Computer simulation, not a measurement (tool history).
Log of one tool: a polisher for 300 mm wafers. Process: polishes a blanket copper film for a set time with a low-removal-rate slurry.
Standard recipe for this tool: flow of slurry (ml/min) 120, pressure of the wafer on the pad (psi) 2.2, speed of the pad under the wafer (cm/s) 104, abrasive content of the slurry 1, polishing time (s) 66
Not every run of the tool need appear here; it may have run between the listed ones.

run   hour  flow of slurry (ml/min)  pressure of the wafer on the pad (psi)  speed of the pad under the wafer (cm/s)  abrasive content of the slurry  polishing time (s)  incoming thickness of the incoming film, nm  film removed (Å)
  1      0                      120                                     2.2                                      104                               1                  66                                          634              1557
  2   14.1                      120                                     2.2                                      104                               1                  66                                        642.7              1529
  3   25.2                      120                                     2.2                                      104                               1                  66                                        636.3              1561
  4   34.7                      120                                     2.2                                      104                               1                  66                                        628.8              1567
        38  -- slurry blender recalibrated
        40  -- worn pad replaced by a new one
  5   49.4                      120                                     2.2                                      104                               1                  66                                        628.6              1568
  6   56.9                      120                                     2.2                                      104                               1                  66                                        640.6              1559
  7   72.2                      120                                     2.2                                      104                               1                  66                                        634.1              1560
  8   87.1                      120                                     2.2                                      104                               1                  66                                        632.6              1559
  9   98.1                      120                                     2.2                                      104                               1                  66                                        635.8              1564
     103.7  -- worn pad replaced by a new one
     103.9  -- head pressure recalibrated
 10  109.7                      120                                     2.2                                      104                               1                  66                                        639.3              1559
 11  124.6                      120                                     2.2                                      104                               1                  48                                        646.9              1127
 12    141                      120                                     2.2                                      104                               1                  61                                        651.9              1452
 13  155.1                      120                                     2.2                                      104                               1                  61                                        638.9              1413
     161.1  -- slurry nozzle cleaned
     175.2  -- worn pad replaced by a new one
 14  175.7                      120                                     1.8                                      104                             1.3                  59                                        633.7              1183
 15  186.5                      130                                     1.8                                       68                               1                  50                                        640.4               645
 16  194.6                      140                                     1.8                                       86                             0.9                  66                                          633              1077
 17  208.2                      155                                     1.6                                       90                               1                  80                                        647.6              1265
 18    221                      130                                     2.2                                      104                             1.2                  88                                        642.8              2164
     226.3  -- slurry blender recalibrated
 19    228                      120                                     1.8                                      104                             1.3                  59                                        637.9              1174
     235.1  -- worn pad replaced by a new one
 20  237.5                      120                                     2.2                                      104                               1                  66                                        651.5              1574
 21  246.9                      120                                     2.2                                      104                               1                  66                                        648.3              1557
 22  260.5                      120                                     2.2                                      104                               1                  66                                        644.1              1538
 23  272.7                      140                                     1.7                                      104                            1.15                  72                                        647.6              1374
 24  279.4                       80                                     2.7                                       70                               1                  51                                        640.1               882
 25  291.8                      120                                     2.2                                      104                               1                  66                                          646              1575
     307.8  -- worn pad replaced by a new one
 26  308.3                      120                                     2.2                                      104                               1                  79                                        642.8              1844
 27  318.8                      120                                     2.2                                      128                               1                  48                                        639.5              1413

5 ways to go on from here, each from the tool as it stands after run 27. What would each give?
  A  319.2                      120                                     2.2                                      104                               1                  66                                        651.4                 ?
  B  319.2                       85                                     2.2                                      104                               1                  66                                        651.4                 ?
  C  319.2                      150                                     2.2                                       74                               1                  66                                        651.4                 ?
  D  319.2                      100                                     2.2                                       84                               1                  66                                        651.4                 ?
  E  319.2                      120                                     2.8                                      104                               1                  66                                        651.4                 ?

run  film removed (Å)
  A              1566
  B              1419
  C              1168
  D              1206
  E              1993
Had the tool no hidden state, the same runs would have come out as:
run  film removed (Å)
  A              1566
  B              1419
  C              1168
  D              1206
  E              1993
